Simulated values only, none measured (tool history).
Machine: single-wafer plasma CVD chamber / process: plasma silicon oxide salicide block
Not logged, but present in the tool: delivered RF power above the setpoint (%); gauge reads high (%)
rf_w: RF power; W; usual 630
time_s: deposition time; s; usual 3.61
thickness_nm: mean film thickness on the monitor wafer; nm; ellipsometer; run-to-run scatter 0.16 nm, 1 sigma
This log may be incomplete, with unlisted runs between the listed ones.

run	day	rf_w	time_s	wafers since the last listed run	hours since the last RF generator calibration	hours since the showerhead was replaced	hours since the gauge calibration	read-back reference wafer on the same gauge, thickness_nm	thickness_nm
1	0.000	630	3.61	0	1198.6	2672.0	890.1	35.327	35.693
2	3.138	630	3.61	2410	1273.9	2747.3	965.4	35.304	35.825
3	6.996	630	3.61	2964	1366.5	2839.9	1058.0	35.293	35.653
4	11.188	630	3.61	3220	1467.1	2940.5	1158.6	35.271	35.743
5	15.617	630	3.61	3403	1573.4	3046.8	1264.9	35.313	35.696
6	18.688	630	3.61	2359	1647.1	3120.5	1338.6	35.320	35.231
7	21.683	630	3.61	2301	1719.0	3192.4	1410.5	35.317	35.076
# day 26.350: showerhead replaced
8	26.371	630	3.91	3345	1831.5	0.5	1523.0	35.220	38.523
# day 28.438: gauge calibrated
9	29.888	630	3.91	2702	1915.9	84.9	34.8	35.358	38.592
10	33.729	630	3.61	2951	2008.1	177.1	127.0	35.287	35.411
11	36.504	630	3.61	2132	2074.7	243.7	193.6	35.351	35.261
# day 38.162: RF generator calibrated
12	39.533	630	3.61	2071	32.9	316.4	266.3	35.320	36.130
13	42.875	630	4.02	2567	113.1	396.6	346.5	35.298	40.270
14	47.050	550	3.61	3208	213.3	496.8	446.7	35.341	35.048
15	49.729	515	4.05	2058	277.6	561.1	511.0	35.261	38.335
16	51.942	680	3.81	1700	330.7	614.2	564.1	35.291	39.181
17	56.283	630	3.61	3336	434.9	718.4	668.3	35.245	36.317
18	60.567	730	2.90	3291	537.7	821.2	771.1	35.300	30.123
19	64.821	630	4.11	3268	639.8	923.3	873.2	35.344	40.898
20	67.442	555	3.61	2013	702.7	986.2	936.1	35.256	34.676
21	69.221	705	4.12	1367	745.4	1028.9	978.8	35.365	42.232
22	71.429	550	3.80	1696	798.4	1081.9	1031.8	35.203	36.369
23	73.575	630	3.61	1648	849.9	1133.4	1083.3	35.346	35.765
24	77.567	515	4.25	3067	945.7	1229.2	1179.1	35.329	40.119

Predict each of these 3 candidate next runs independently; none follows another, all start after run 24:
A	77.583	630	3.61	12	946.1	1229.6	1179.5	?	?
B	77.583	740	3.31	12	946.1	1229.6	1179.5	?	?
C	77.583	515	3.96	12	946.1	1229.6	1179.5	?	?

run	read-back reference wafer on the same gauge, thickness_nm	thickness_nm
A	35.279	35.959
B	35.279	34.538
C	35.279	37.233
With the hidden condition removed and each run's random variation left untouched, the same runs would have given:
run	thickness_nm
A	36.355
B	34.918
C	37.642
